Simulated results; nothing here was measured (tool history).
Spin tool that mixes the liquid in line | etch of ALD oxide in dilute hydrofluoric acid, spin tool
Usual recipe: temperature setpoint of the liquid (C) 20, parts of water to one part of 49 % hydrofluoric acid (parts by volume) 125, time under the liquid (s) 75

run	hour	temperature setpoint of the liquid (C)	parts of water to one part of 49 % hydrofluoric acid (parts by volume)	time under the liquid (s)	wafers since the last listed run	hours since the thermometer was replaced	hours since the hydrofluoric acid flow meter was replaced	hours since the gauge calibration	read-back film thickness of the ALD oxide reference wafer, read on the same gauge (nm)	thickness taken off the ALD oxide on a monitor wafer (nm)
1	0	20	125	75	0	1579.4	1685.3	137.2	59.98	5.41
2	9.4	20	125	75	119	1588.8	1694.7	146.6	60.01	5.42
3	21.5	21	125	75	153	1600.9	1706.8	158.7	59.98	5.65
4	35.1	21	125	75	172	1614.5	1720.4	172.3	59.99	5.68
# hour 40.3: gauge calibrated
5	42.4	21	125	75	92	1621.8	1727.7	2.1	60.03	5.67
6	54.8	20	125	75	157	1634.2	1740.1	14.5	59.99	5.42
7	71	20	125	75	205	1650.4	1756.3	30.7	60.01	5.41
8	88.9	20	125	75	226	1668.3	1774.2	48.6	60.01	5.41
9	101.6	20	125	75	160	1681	1786.9	61.3	60.01	5.42
# hour 137.8: hydrofluoric acid flow meter replaced
10	146.6	20	125	75	557	1726	8.8	106.3	60.02	5.43
11	162.4	23.5	125	75	200	1741.8	24.6	122.1	60	6.29
12	168.6	23	180	50	78	1748	30.8	128.3	59.96	2.64
# hour 180.8: gauge calibrated
13	182.2	23	150	75	172	1761.6	44.4	1.4	60	4.96
14	189.8	20	125	95	96	1769.2	52	9	59.99	6.79
15	198	20	125	75	103	1777.4	60.2	17.2	60	5.46
16	205.7	17	165	120	97	1785.1	67.9	24.9	59.97	5.6
17	214.3	20	125	75	109	1793.7	76.5	33.5	60	5.44
18	232	18.5	90	110	224	1811.4	94.2	51.2	60.02	10.73
# hour 246.3: thermometer replaced
19	249.6	20	125	75	210	3.3	111.8	68.8	60.03	5.45
20	269.3	20	125	75	249	23	131.5	88.5	60	5.39
21	283.8	24.5	105	60	183	37.5	146	103	59.99	6.32
22	295.5	20	175	120	148	49.2	157.7	114.7	60.02	5.94
23	307.9	20	125	110	157	61.6	170.1	127.1	59.98	7.97

What differs in the tool's unlogged condition from the final listed run ahead of each entry between runs to the first listed run following it?
After run 4, before run 5: gauge calibrated (hour 40.3)
  nothing in the hidden state changes from one run to the other
After run 9, before run 10: hydrofluoric acid flow meter replaced (hour 137.8)
  nothing in the hidden state changes from one run to the other
After run 12, before run 13: gauge calibrated (hour 180.8)
  nothing in the hidden state changes from one run to the other
After run 18, before run 19: thermometer replaced (hour 246.3)
  nothing in the hidden state changes from one run to the other

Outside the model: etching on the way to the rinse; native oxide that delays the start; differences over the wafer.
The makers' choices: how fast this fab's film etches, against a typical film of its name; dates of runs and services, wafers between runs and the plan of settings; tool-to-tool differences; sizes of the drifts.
